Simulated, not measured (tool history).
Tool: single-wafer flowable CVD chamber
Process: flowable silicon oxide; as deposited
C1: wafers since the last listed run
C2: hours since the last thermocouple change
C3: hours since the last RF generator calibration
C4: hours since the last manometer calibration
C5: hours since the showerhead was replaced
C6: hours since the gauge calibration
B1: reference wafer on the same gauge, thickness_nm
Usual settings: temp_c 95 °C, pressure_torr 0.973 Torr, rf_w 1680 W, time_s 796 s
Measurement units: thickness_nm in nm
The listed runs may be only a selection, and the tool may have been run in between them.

Run 1, hour 0: usual settings but temp_c 92 °C; C1 0; C2 848.8; C3 745.6; C4 1135.5; C5 6679.7; C6 519.9; B1 662.811. Result: thickness_nm 746.18 nm.
Run 2, hour 22.6: usual settings but temp_c 92 °C; C1 43; C2 871.4; C3 768.2; C4 1158.1; C5 6702.3; C6 542.5; B1 663.338. Result: thickness_nm 740.148 nm.
Run 3, hour 54.1: usual settings but rf_w 1850 W; C1 61; C2 902.9; C3 799.7; C4 1189.6; C5 6733.8; C6 574; B1 663.594. Result: thickness_nm 676.991 nm.
Run 4, hour 74.6: usual settings but rf_w 1850 W; C1 39; C2 923.4; C3 820.2; C4 1210.1; C5 6754.3; C6 594.5; B1 662.232. Result: thickness_nm 678.528 nm.
Run 5, hour 97.1: usual settings but temp_c 87 °C; C1 43; C2 945.9; C3 842.7; C4 1232.6; C5 6776.8; C6 617; B1 662.715. Result: thickness_nm 870.023 nm.
At hour 160.7: showerhead replaced.
At hour 180.2: capacitance manometer re-zeroed and calibrated.
At hour 186.7: gauge calibrated.
Run 6, hour 198.2: usual settings but rf_w 1795 W; C1 164; C2 1047; C3 943.8; C4 18; C5 37.5; C6 11.5; B1 662.834. Result: thickness_nm 714.055 nm.
At hour 218: thermocouple changed; heater temperature recalibrated.
Run 7, hour 225.5: usual settings but rf_w 1795 W; C1 37; C2 7.5; C3 971.1; C4 45.3; C5 64.8; C6 38.8; B1 661.247. Result: thickness_nm 706.598 nm.
Run 8, hour 249.8: usual settings but rf_w 1795 W; C1 47; C2 31.8; C3 995.4; C4 69.6; C5 89.1; C6 63.1; B1 661.635. Result: thickness_nm 702.123 nm.
Run 9, hour 270.9: usual settings; C1 40; C2 52.9; C3 1016.5; C4 90.7; C5 110.2; C6 84.2; B1 663.406. Result: thickness_nm 690.172 nm.
Run 10, hour 286: usual settings but temp_c 84 °C; C1 29; C2 68; C3 1031.6; C4 105.8; C5 125.3; C6 99.3; B1 661.906. Result: thickness_nm 1018.852 nm.
Run 11, hour 311.8: usual settings but temp_c 81 °C, pressure_torr 0.84 Torr; C1 49; C2 93.8; C3 1057.4; C4 131.6; C5 151.1; C6 125.1; B1 660.407. Result: thickness_nm 978.021 nm.
Run 12, hour 342.8: usual settings; C1 60; C2 124.8; C3 1088.4; C4 162.6; C5 182.1; C6 156.1; B1 662.988. Result: thickness_nm 688.78 nm.
Run 13, hour 363.4: usual settings but time_s 874 s; C1 39; C2 145.4; C3 1109; C4 183.2; C5 202.7; C6 176.7; B1 661.419. Result: thickness_nm 756.647 nm.
Run 14, hour 389.1: usual settings but temp_c 104 °C, pressure_torr 0.869 Torr, rf_w 1880 W; C1 49; C2 171.1; C3 1134.7; C4 208.9; C5 228.4; C6 202.4; B1 662.982. Result: thickness_nm 459.325 nm.
Run 15, hour 409.2: usual settings but temp_c 88 °C, rf_w 1965 W; C1 38; C2 191.2; C3 1154.8; C4 229; C5 248.5; C6 222.5; B1 661.811. Result: thickness_nm 940.136 nm.
At hour 426.3: RF generator calibrated.
Run 16, hour 443.3: usual settings but temp_c 102 °C, rf_w 2005 W, time_s 733 s; C1 50; C2 225.3; C3 17; C4 263.1; C5 282.6; C6 256.6; B1 663.727. Result: thickness_nm 525.036 nm.
Run 17, hour 459.8: usual settings but rf_w 1795 W; C1 31; C2 241.8; C3 33.5; C4 279.6; C5 299.1; C6 273.1; B1 661.748. Result: thickness_nm 722.112 nm.
Run 18, hour 482.6: usual settings but temp_c 90 °C, pressure_torr 0.855 Torr, rf_w 1385 W; C1 44; C2 264.6; C3 56.3; C4 302.4; C5 321.9; C6 295.9; B1 662.435. Result: thickness_nm 686.898 nm.
Run 19, hour 506: usual settings but temp_c 104 °C, time_s 844 s; C1 45; C2 288; C3 79.7; C4 325.8; C5 345.3; C6 319.3; B1 661.665. Result: thickness_nm 531.419 nm.
Run 20, hour 539: usual settings; C1 63; C2 321; C3 112.7; C4 358.8; C5 378.3; C6 352.3; B1 663.112. Result: thickness_nm 705.564 nm.
Run 21, hour 573.2: usual settings; C1 66; C2 355.2; C3 146.9; C4 393; C5 412.5; C6 386.5; B1 662.738. Result: thickness_nm 704.869 nm.
Run 22, hour 594.9: usual settings but temp_c 83 °C, pressure_torr 1.038 Torr, rf_w 1925 W, time_s 718 s; C1 42; C2 376.9; C3 168.6; C4 414.7; C5 434.2; C6 408.2; B1 662.857. Result: thickness_nm 1093.641 nm.
Run 23, hour 619.5: usual settings but temp_c 105 °C; C1 47; C2 401.5; C3 193.2; C4 439.3; C5 458.8; C6 432.8; B1 662.438. Result: thickness_nm 481.555 nm.
Run 24, hour 642.7: usual settings but rf_w 1820 W, time_s 848 s; C1 44; C2 424.7; C3 216.4; C4 462.5; C5 482; C6 456; B1 661.453. Result: thickness_nm 764.246 nm.
Run 25, hour 667.3: usual settings but rf_w 1895 W, time_s 659 s; C1 47; C2 449.3; C3 241; C4 487.1; C5 506.6; C6 480.6; B1 660.58. Result: thickness_nm 601.873 nm.
Run 26, hour 693.8: usual settings; C1 51; C2 475.8; C3 267.5; C4 513.6; C5 533.1; C6 507.1; B1 662.824. Result: thickness_nm 696.784 nm.
Run 27, hour 719.9: usual settings; C1 50; C2 501.9; C3 293.6; C4 539.7; C5 559.2; C6 533.2; B1 661.546. Result: thickness_nm 702.996 nm.
Run 28, hour 745.5: usual settings but temp_c 90 °C, rf_w 1795 W, time_s 667 s; C1 49; C2 527.5; C3 319.2; C4 565.3; C5 584.8; C6 558.8; B1 661.205. Result: thickness_nm 718.047 nm.

4 options for the next run, each taken on its own from the tool as it stands now. Forecast them:
Run A, hour 746.1: usual settings but pressure_torr 1.18 Torr; C1 1; C2 528.1; C3 319.8; C4 565.9; C5 585.4; C6 559.4; B1 ?. Result: thickness_nm ?.
Run B, hour 746.1: usual settings but rf_w 1500 W; C1 1; C2 528.1; C3 319.8; C4 565.9; C5 585.4; C6 559.4; B1 ?. Result: thickness_nm ?.
Run C, hour 746.1: usual settings but pressure_torr 1.2 Torr; C1 1; C2 528.1; C3 319.8; C4 565.9; C5 585.4; C6 559.4; B1 ?. Result: thickness_nm ?.
Run D, hour 746.1: usual settings but time_s 696 s; C1 1; C2 528.1; C3 319.8; C4 565.9; C5 585.4; C6 559.4; B1 ?. Result: thickness_nm ?.

run       B1  thickness_nm
  A  662.991       843.223
  B  662.991       665.336
  C  662.991       856.727
  D  662.991       611.785
Without the tool's unlogged condition, the same runs would have read:
run  thickness_nm
  A       852.848
  B       674.689
  C       866.505
  D       618.986
